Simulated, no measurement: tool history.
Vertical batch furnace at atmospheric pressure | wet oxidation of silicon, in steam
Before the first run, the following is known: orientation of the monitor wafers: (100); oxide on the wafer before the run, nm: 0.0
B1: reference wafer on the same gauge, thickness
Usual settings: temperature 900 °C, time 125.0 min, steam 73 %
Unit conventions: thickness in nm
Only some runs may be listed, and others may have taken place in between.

{"run": 1, "hour": 0.0, "temperature": 907, "time": 125.0, "steam": 69, "B1": 264.53, "thickness": 236.01}
{"run": 2, "hour": 38.8, "temperature": 900, "time": 125.0, "steam": 73, "B1": 265.44, "thickness": 226.11}
{"run": 3, "hour": 352.5, "temperature": 900, "time": 125.0, "steam": 73, "B1": 268.46, "thickness": 230.64}
{"run": 4, "hour": 413.9, "temperature": 900, "time": 125.0, "steam": 73, "B1": 268.8, "thickness": 229.33}
{"run": 5, "hour": 454.5, "temperature": 900, "time": 125.0, "steam": 73, "B1": 268.87, "thickness": 229.24}
{"hour": 497.6, "done": "steam generator serviced"}
{"run": 6, "hour": 501.3, "temperature": 900, "time": 125.0, "steam": 73, "B1": 269.4, "thickness": 230.4}
{"run": 7, "hour": 582.9, "temperature": 900, "time": 125.0, "steam": 66, "B1": 270.05, "thickness": 212.09}
{"run": 8, "hour": 770.0, "temperature": 900, "time": 125.0, "steam": 73, "B1": 270.51, "thickness": 232.13}
{"hour": 807.4, "done": "thermocouples replaced and temperature profile calibrated"}
{"run": 9, "hour": 841.9, "temperature": 900, "time": 125.0, "steam": 73, "B1": 270.74, "thickness": 231.51}
{"run": 10, "hour": 882.7, "temperature": 900, "time": 125.0, "steam": 73, "B1": 270.97, "thickness": 232.76}
{"run": 11, "hour": 919.6, "temperature": 900, "time": 125.0, "steam": 63, "B1": 270.72, "thickness": 204.2}
{"run": 12, "hour": 1024.0, "temperature": 911, "time": 167.0, "steam": 64, "B1": 271.02, "thickness": 301.49}
{"run": 13, "hour": 1112.3, "temperature": 878, "time": 175.0, "steam": 73, "B1": 271.26, "thickness": 228.47}
{"run": 14, "hour": 1210.3, "temperature": 900, "time": 125.0, "steam": 73, "B1": 271.46, "thickness": 232.26}
{"hour": 1239.0, "done": "gauge calibrated"}
{"run": 15, "hour": 1307.5, "temperature": 881, "time": 125.0, "steam": 63, "B1": 264.82, "thickness": 150.57}
{"run": 16, "hour": 1353.1, "temperature": 922, "time": 65.5, "steam": 73, "B1": 264.68, "thickness": 169.96}
{"run": 17, "hour": 1446.9, "temperature": 887, "time": 125.0, "steam": 83, "B1": 266.3, "thickness": 213.86}
{"run": 18, "hour": 1537.0, "temperature": 876, "time": 101.5, "steam": 73, "B1": 267.86, "thickness": 134.2}
{"run": 19, "hour": 1612.8, "temperature": 916, "time": 125.0, "steam": 73, "B1": 267.96, "thickness": 276.78}
{"run": 20, "hour": 1651.9, "temperature": 887, "time": 125.0, "steam": 83, "B1": 268.43, "thickness": 215.2}

Consider 4 possible next runs. They are alternatives, not a sequence: every one starts from the tool as it was left by run 20. What does each give?
{"run": "A", "hour": 1658.4, "temperature": 900, "time": 125.0, "steam": 70, "B1": "?", "thickness": "?"}
{"run": "B", "hour": 1658.4, "temperature": 878, "time": 125.0, "steam": 73, "B1": "?", "thickness": "?"}
{"run": "C", "hour": 1658.4, "temperature": 891, "time": 125.0, "steam": 73, "B1": "?", "thickness": "?"}
{"run": "D", "hour": 1658.4, "temperature": 900, "time": 185.0, "steam": 73, "B1": "?", "thickness": "?"}

run=A B1=268.21 thickness=222.92
run=B B1=268.21 thickness=168.84
run=C B1=268.21 thickness=204.32
run=D B1=268.21 thickness=321.15
What these runs would have given with no unlogged condition in the tool:
run=A thickness=219.23
run=B thickness=166.05
run=C thickness=200.93
run=D thickness=315.82
